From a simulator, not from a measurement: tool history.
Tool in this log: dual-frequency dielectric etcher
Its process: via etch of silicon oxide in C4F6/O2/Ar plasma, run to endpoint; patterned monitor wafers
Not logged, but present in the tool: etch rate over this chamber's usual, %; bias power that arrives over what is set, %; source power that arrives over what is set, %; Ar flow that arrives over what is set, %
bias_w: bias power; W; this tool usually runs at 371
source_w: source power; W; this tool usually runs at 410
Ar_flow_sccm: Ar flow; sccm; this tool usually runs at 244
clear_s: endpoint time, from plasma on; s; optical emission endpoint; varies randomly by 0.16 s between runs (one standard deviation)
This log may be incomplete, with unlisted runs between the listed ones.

run,hour,bias_w,source_w,Ar_flow_sccm,wafers since the last listed run,hours since the last wet clean,hours since the last bias power generator calibration,hours since the last source power generator calibration,hours since the last Ar flow controller change,hours since the last upper electrode change,"incoming incoming film thickness, nm",clear_s
1,0,371,410,244,0,447.6,2653.4,1748.9,4913.3,3637.1,199.4,49.7
2,15.2,371,410,244,218,462.8,2668.6,1764.1,4928.5,3652.3,202.8,50.3
3,32.2,371,410,244,244,479.8,2685.6,1781.1,4945.5,3669.3,201.5,50.1
4,38.8,371,410,244,94,486.4,2692.2,1787.7,4952.1,3675.9,202.2,50.1
5,45.9,371,410,244,101,493.5,2699.3,1794.8,4959.2,3683,202.7,50.2
6,57.8,371,410,244,170,505.4,2711.2,1806.7,4971.1,3694.9,201.7,49.7
7,72.1,318,410,244,205,519.7,2725.5,1821,4985.4,3709.2,202.7,52.1
8,86.7,318,410,244,209,534.3,2740.1,1835.6,5000,3723.8,202.7,51.8
9,93.1,371,410,244,91,540.7,2746.5,1842,5006.4,3730.2,203.5,50.2
10,105.7,371,410,244,180,553.3,2759.1,1854.6,5019,3742.8,203.2,50.1
# hour 135.5: wet clean of the chamber
11,136,302,410,244,90,0.5,2789.4,1884.9,5049.3,3773.1,203,54.7
12,136.3,371,410,244,4,0.8,2789.7,1885.2,5049.6,3773.4,199.3,51.2
# hour 140.3: source power generator calibrated
13,140.7,371,410,228,5,5.2,2794.1,0.4,5054,3777.8,204.8,52
# hour 159.3: bias power generator calibrated
# hour 182.7: upper electrode replaced
14,183.2,436,370,294,216,47.7,23.9,42.9,5096.5,0.5,201.2,52.6
15,183.6,371,340,260,5,48.1,24.3,43.3,5096.9,0.9,203.5,56.2
16,183.9,371,410,244,4,48.4,24.6,43.6,5097.2,1.2,202,51.3
17,193.2,371,410,244,133,57.7,33.9,52.9,5106.5,10.5,202,51.4
# hour 208.6: Ar flow controller replaced
18,209.1,371,410,244,142,73.6,49.8,68.8,0.5,26.4,202.5,51.7
19,219.1,282,360,266,143,83.6,59.8,78.8,10.5,36.4,202.5,59
20,234,281,410,244,213,98.5,74.7,93.7,25.4,51.3,202.9,55.1
21,240.6,371,410,244,94,105.1,81.3,100.3,32,57.9,202.7,51.4
22,257.5,462,410,244,242,122,98.2,117.2,48.9,74.8,200.1,47.4
23,268.9,293,480,279,163,133.4,109.6,128.6,60.3,86.2,202.2,52.1
24,282.5,441,410,191,195,147,123.2,142.2,73.9,99.8,203.2,47
25,297.1,371,410,244,209,161.6,137.8,156.8,88.5,114.4,201.2,50.6
26,318.8,295,330,226,311,183.3,159.5,178.5,110.2,136.1,202.5,58.5

5 ways to go on from here, each from the tool as it stands after run 26. What would each give?
A,319.2,458,410,244,5,183.7,159.9,178.9,110.6,136.5,204.1,?
B,319.2,429,460,227,5,183.7,159.9,178.9,110.6,136.5,204.1,?
C,319.2,322,350,278,5,183.7,159.9,178.9,110.6,136.5,204.1,?
D,319.2,371,410,188,5,183.7,159.9,178.9,110.6,136.5,204.1,?
E,319.2,289,370,224,5,183.7,159.9,178.9,110.6,136.5,204.1,?

run,clear_s
A,48.1
B,46.3
C,57.6
D,48.9
E,56
Stripped of hidden state, with their random variation kept, the same runs would have yielded:
run,clear_s
A,48.9
B,47.1
C,58.6
D,49.8
E,57
